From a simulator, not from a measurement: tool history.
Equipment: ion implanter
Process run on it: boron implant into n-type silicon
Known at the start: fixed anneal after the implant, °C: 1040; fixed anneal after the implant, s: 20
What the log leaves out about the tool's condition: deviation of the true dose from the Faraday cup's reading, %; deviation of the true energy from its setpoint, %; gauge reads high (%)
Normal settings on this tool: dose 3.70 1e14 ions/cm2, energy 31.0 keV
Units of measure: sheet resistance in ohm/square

run   hour  dose  energy  wafers since the last listed run  hours since the last dose calibration  hours since the extraction supply was calibrated  hours since the gauge calibration  read-back reference wafer on the same gauge, sheet resistance  sheet resistance
  1    0.0  3.70    39.0                                 0                                 2234.1                                            4162.7                              143.9                                                         259.99            260.69
  2   16.6  3.70    39.0                               223                                 2250.7                                            4179.3                              160.5                                                         260.05            260.76
  3   25.1  3.70    39.0                               114                                 2259.2                                            4187.8                              169.0                                                         260.14            260.56
  4   38.2  3.70    22.5                               176                                 2272.3                                            4200.9                              182.1                                                         259.91            275.93
  5   51.6  3.70    22.5                               180                                 2285.7                                            4214.3                              195.5                                                         259.90            276.51
  6   67.6  3.70    31.0                               215                                 2301.7                                            4230.3                              211.5                                                         259.87            267.03
  7   74.2  3.70    31.0                                88                                 2308.3                                            4236.9                              218.1                                                         260.15            266.97
  8   83.9  3.70    31.0                               130                                 2318.0                                            4246.6                              227.8                                                         259.92            266.98
  9  101.9  3.70    31.0                               242                                 2336.0                                            4264.6                              245.8                                                         260.06            266.91
 10  133.1  3.70    31.0                               420                                 2367.2                                            4295.8                              277.0                                                         259.86            267.22
 11  140.6  3.70    31.0                               101                                 2374.7                                            4303.3                              284.5                                                         260.06            266.75
 12  155.6  3.70    31.0                               202                                 2389.7                                            4318.3                              299.5                                                         259.95            267.18
 13  165.6  3.70    31.0                               134                                 2399.7                                            4328.3                              309.5                                                         260.04            267.48
     172.7  -- gauge calibrated
     175.1  -- extraction supply calibrated
 14  175.6  3.70    31.0                                26                                 2409.7                                               0.5                                2.9                                                         260.02            267.23
 15  187.9  3.29    38.0                               165                                 2422.0                                              12.8                               15.2                                                         259.97            286.67
 16  199.9  4.08    31.0                               161                                 2434.0                                              24.8                               27.2                                                         260.03            246.82
 17  213.5  3.70    31.0                               183                                 2447.6                                              38.4                               40.8                                                         259.95            267.16
 18  222.3  2.99    31.0                               118                                 2456.4                                              47.2                               49.6                                                         260.00            317.94
 19  239.6  3.70    31.0                               233                                 2473.7                                              64.5                               66.9                                                         260.08            267.21
 20  249.9  3.70    31.0                               138                                 2484.0                                              74.8                               77.2                                                         259.87            267.74
 21  264.1  3.70    31.0                               191                                 2498.2                                              89.0                               91.4                                                         260.04            267.65
 22  271.9  3.70    31.0                               105                                 2506.0                                              96.8                               99.2                                                         259.83            266.81
     287.1  -- Faraday cup replaced and dose calibrated
 23  303.4  4.80    31.0                               316                                   16.3                                             128.3                              130.7                                                         259.86            205.47
 24  309.4  4.22    40.5                                80                                   22.3                                             134.3                              136.7                                                         259.74            221.41
 25  320.9  4.23    20.0                               155                                   33.8                                             145.8                              148.2                                                         260.10            239.95
 26  334.0  3.98    28.0                               176                                   46.9                                             158.9                              161.3                                                         259.98            243.55
 27  345.5  3.34    25.0                               155                                   58.4                                             170.4                              172.8                                                         259.85            284.38
 28  355.6  4.18    34.0                               136                                   68.5                                             180.5                              182.9                                                         259.80            228.79
 29  373.4  3.07    38.0                               239                                   86.3                                             198.3                              200.7                                                         259.97            291.76

Branching from run 29: 4 alternative next runs. What would each branch give?
  A  373.8  3.70    31.0                                 5                                   86.7                                             198.7                              201.1                                                              ?                 ?
  B  373.8  4.29    20.5                                 5                                   86.7                                             198.7                              201.1                                                              ?                 ?
  C  373.8  4.51    21.0                                 5                                   86.7                                             198.7                              201.1                                                              ?                 ?
  D  373.8  4.37    20.5                                 5                                   86.7                                             198.7                              201.1                                                              ?                 ?

run  read-back reference wafer on the same gauge, sheet resistance  sheet resistance
  A                                                         259.97            255.45
  B                                                         259.97            236.72
  C                                                         259.97            226.59
  D                                                         259.97            233.16
Had the tool no hidden state, the same runs would have come out as:
run  sheet resistance
  A            254.42
  B            235.76
  C            225.68
  D            232.22
